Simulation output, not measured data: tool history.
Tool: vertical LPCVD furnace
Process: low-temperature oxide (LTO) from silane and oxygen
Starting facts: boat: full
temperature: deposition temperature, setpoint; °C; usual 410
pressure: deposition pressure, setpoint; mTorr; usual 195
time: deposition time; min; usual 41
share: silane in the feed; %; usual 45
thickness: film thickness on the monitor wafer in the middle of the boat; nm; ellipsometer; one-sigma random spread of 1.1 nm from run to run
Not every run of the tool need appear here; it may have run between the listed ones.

run   hour  temperature  pressure  time  share  read-back reference wafer on the same gauge, thickness  thickness
  1      0          410       195    41     45                                                  439.06      453.4
  2   31.8          410       195    41     45                                                  439.09     451.35
  3   64.9          410       195    41     45                                                  439.41     453.28
  4  100.7          410       195    31     45                                                  439.16     341.71
  5    145          410       195    31     45                                                  438.89     344.15
  6  183.8          410       195    41     45                                                  439.12     454.19
     274.9  -- gauge calibrated
  7  398.2          410       195    41     45                                                  439.43     456.05
  8  451.6          410       195    41     45                                                     439     458.23

Run 9 comes next. What will it give?
  9  494.5          410       155    41     38                                                       ?          ?

Logged for run 9: read-back reference wafer on the same gauge, thickness 439.08, thickness 306.46 nm.
On a tool with no hidden condition, and with the same random variation, this run would have come out at thickness 283.67 nm.

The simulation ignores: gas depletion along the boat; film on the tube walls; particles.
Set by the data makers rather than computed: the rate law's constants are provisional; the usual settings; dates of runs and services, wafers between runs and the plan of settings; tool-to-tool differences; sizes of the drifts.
